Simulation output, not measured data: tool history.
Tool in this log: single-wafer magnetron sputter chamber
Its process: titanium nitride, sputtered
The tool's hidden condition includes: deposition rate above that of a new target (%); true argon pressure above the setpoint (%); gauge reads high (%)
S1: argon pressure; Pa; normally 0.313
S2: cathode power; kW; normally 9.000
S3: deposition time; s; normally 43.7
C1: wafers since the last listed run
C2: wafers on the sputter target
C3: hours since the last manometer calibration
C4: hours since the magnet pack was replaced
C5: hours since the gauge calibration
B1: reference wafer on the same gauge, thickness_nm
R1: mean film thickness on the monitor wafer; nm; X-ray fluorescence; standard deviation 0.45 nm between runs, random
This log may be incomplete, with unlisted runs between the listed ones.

run	day	S1	S2	S3	C1	C2	C3	C4	C5	B1	R1
1	0.000	0.313	9.000	43.7	0	1170	1253.9	7936.6	10.8	90.347	73.072
2	2.408	0.226	9.000	46.9	1009	2179	1311.7	7994.4	68.6	90.312	81.289
3	3.212	0.313	9.000	43.7	337	2516	1331.0	8013.7	87.9	90.125	72.176
4	4.088	0.313	9.000	43.7	366	2883	1352.0	8034.7	108.9	90.245	71.634
5	4.783	0.408	9.000	41.8	291	3175	1368.7	8051.4	125.6	90.339	65.831
6	5.692	0.369	9.000	49.4	380	3555	1390.5	8073.2	147.4	90.356	78.783
7	6.308	0.369	9.000	49.4	258	3814	1405.3	8088.0	162.2	90.326	78.672
8	6.979	0.369	9.000	49.4	281	4095	1421.4	8104.1	178.3	90.159	77.863
9	8.296	0.410	10.300	39.7	551	4647	1453.0	8135.7	209.9	90.360	70.111
10	9.142	0.313	9.000	43.7	354	5002	1473.3	8156.0	230.2	90.240	69.943
11	10.425	0.417	10.200	52.1	537	5540	1504.1	8186.8	261.0	90.421	89.598
# day 10.858: sputter target and shields replaced
12	11.004	0.256	10.700	49.5	103	61	1518.0	8200.7	274.9	90.250	103.460
13	11.846	0.388	9.600	39.3	352	413	1538.2	8220.9	295.1	90.227	70.760
# day 12.179: capacitance manometer re-zeroed and calibrated
# day 12.496: gauge calibrated
14	13.250	0.313	9.000	49.8	448	862	25.7	8254.6	18.1	90.487	84.908
# day 14.271: magnet pack replaced
15	14.500	0.392	11.000	49.8	384	1247	55.7	5.5	48.1	90.320	100.822
16	16.842	0.313	9.000	43.7	981	2228	111.9	61.7	104.3	90.453	72.898
17	17.879	0.313	9.000	43.7	434	2663	136.8	86.6	129.2	90.412	72.511

Take each entry between the runs: how does the hidden state at the last listed run before it differ from the hidden state at the first listed run after it?
After run 11, before run 12: sputter target and shields replaced (day 10.858)
  deposition rate above that of a new target (%): -8.74 -> -0.523
  measured value less the no-hidden-state value, R1: -8.577 -> -0.544 nm
After run 13, before run 14: capacitance manometer re-zeroed and calibrated (day 12.179); gauge calibrated (day 12.496)
  deposition rate above that of a new target (%): -0.964 -> -1.7
  measured value less the no-hidden-state value, R1: -0.689 -> -1.468 nm
After run 14, before run 15: magnet pack replaced (day 14.271)
  deposition rate above that of a new target (%): -1.7 -> -2.35
  measured value less the no-hidden-state value, R1: -1.468 -> -2.431 nm

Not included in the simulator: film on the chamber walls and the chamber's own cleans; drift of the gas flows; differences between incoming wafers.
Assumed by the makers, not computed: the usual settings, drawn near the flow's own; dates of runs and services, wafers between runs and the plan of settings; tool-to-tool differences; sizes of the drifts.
